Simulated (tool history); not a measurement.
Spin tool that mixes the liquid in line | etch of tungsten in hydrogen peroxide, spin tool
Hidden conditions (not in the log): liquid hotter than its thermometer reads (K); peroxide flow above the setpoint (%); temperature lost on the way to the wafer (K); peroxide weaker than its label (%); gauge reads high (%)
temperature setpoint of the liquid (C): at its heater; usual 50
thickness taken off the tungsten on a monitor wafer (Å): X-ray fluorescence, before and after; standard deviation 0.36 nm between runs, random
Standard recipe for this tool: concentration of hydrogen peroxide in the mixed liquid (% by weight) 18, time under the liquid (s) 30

run    hour  temperature setpoint of the liquid (C)  concentration of hydrogen peroxide in the mixed liquid (% by weight)  time under the liquid (s)  wafers since the last listed run  hours since the thermometer was replaced  hours since the peroxide flow meter was replaced  hours since the heated supply line was repaired  hours since the drum of peroxide was connected  hours since the gauge calibration  read-back film thickness of the tungsten reference wafer, read on the same gauge (nm)  thickness taken off the tungsten on a monitor wafer (Å)
  1       0                                      50                                                                    18                         30                                 0                                    1747.9                                             818.3                                           2058.3                                           206.7                             2303.7                                                                                  29.97                                                    620.9
  2   109.1                                      50                                                                    18                         30                              1744                                      1857                                             927.4                                           2167.4                                           315.8                             2412.8                                                                                     30                                                      617
      123.6  -- gauge calibrated
  3   192.4                                      46                                                                    18                         25                              1331                                    1940.3                                            1010.7                                           2250.7                                           399.1                               68.8                                                                                     30                                                    403.1
  4   248.1                                      46                                                                    18                         25                               890                                      1996                                            1066.4                                           2306.4                                           454.8                              124.5                                                                                  29.97                                                    406.3
      275.9  -- new drum of peroxide connected
  5   339.2                                      46                                                                    18                         25                              1440                                    2087.1                                            1157.5                                           2397.5                                            63.3                              215.6                                                                                  29.97                                                    405.4
  6   415.1                                      50                                                                    18                         30                              1213                                      2163                                            1233.4                                           2473.4                                           139.2                              291.5                                                                                  30.02                                                    622.6
  7   501.8                                      50                                                                    18                         30                              1386                                    2249.7                                            1320.1                                           2560.1                                           225.9                              378.2                                                                                     30                                                    625.6
      567.1  -- heated supply line repaired
  8   605.7                                      50                                                                    18                         30                              1645                                    2353.6                                              1424                                             38.6                                           329.8                              482.1                                                                                  29.99                                                    658.8
  9     656                                      56                                                                    18                         30                               804                                    2403.9                                            1474.3                                             88.9                                           380.1                              532.4                                                                                  29.97                                                    933.8
 10   726.5                                      46                                                                    18                         25                              1127                                    2474.4                                            1544.8                                            159.4                                           450.6                              602.9                                                                                  30.02                                                    422.7
      736.4  -- new drum of peroxide connected
 11   774.9                                      50                                                                    18                         35                               757                                    2522.8                                            1593.2                                            207.8                                            38.5                              651.3                                                                                  29.99                                                    765.7
      795.6  -- peroxide flow meter replaced
 12   865.2                                    52.5                                                                    22                         15                              1427                                    2613.1                                              69.6                                            298.1                                           128.8                              741.6                                                                                  30.01                                                    403.3
 13     955                                      43                                                                  14.5                         30                              1435                                    2702.9                                             159.4                                            387.9                                           218.6                              831.4                                                                                  30.04                                                    357.7
 14     998                                    44.5                                                                  19.5                         30                               687                                    2745.9                                             202.4                                            430.9                                           261.6                              874.4                                                                                  29.99                                                    459.2
     1035.7  -- thermometer replaced
 15  1036.2                                      50                                                                    18                         30                               594                                       0.5                                             240.6                                            469.1                                           299.8                              912.6                                                                                  29.98                                                    615.1

Run 16, settings as shown, results not yet in. Your forecast:
 16  1098.4                                      50                                                                    13                         30                               994                                      62.7                                             302.8                                            531.3                                             362                              974.8                                                                                      ?                                                        ?

{"run 16": {"read-back film thickness of the tungsten reference wafer, read on the same gauge (nm)": 30.03, "thickness taken off the tungsten on a monitor wafer (Å)": 532.9}}
With the hidden condition absent and the run-to-run variation left alone, this run would have shown thickness taken off the tungsten on a monitor wafer (Å) 532.9.

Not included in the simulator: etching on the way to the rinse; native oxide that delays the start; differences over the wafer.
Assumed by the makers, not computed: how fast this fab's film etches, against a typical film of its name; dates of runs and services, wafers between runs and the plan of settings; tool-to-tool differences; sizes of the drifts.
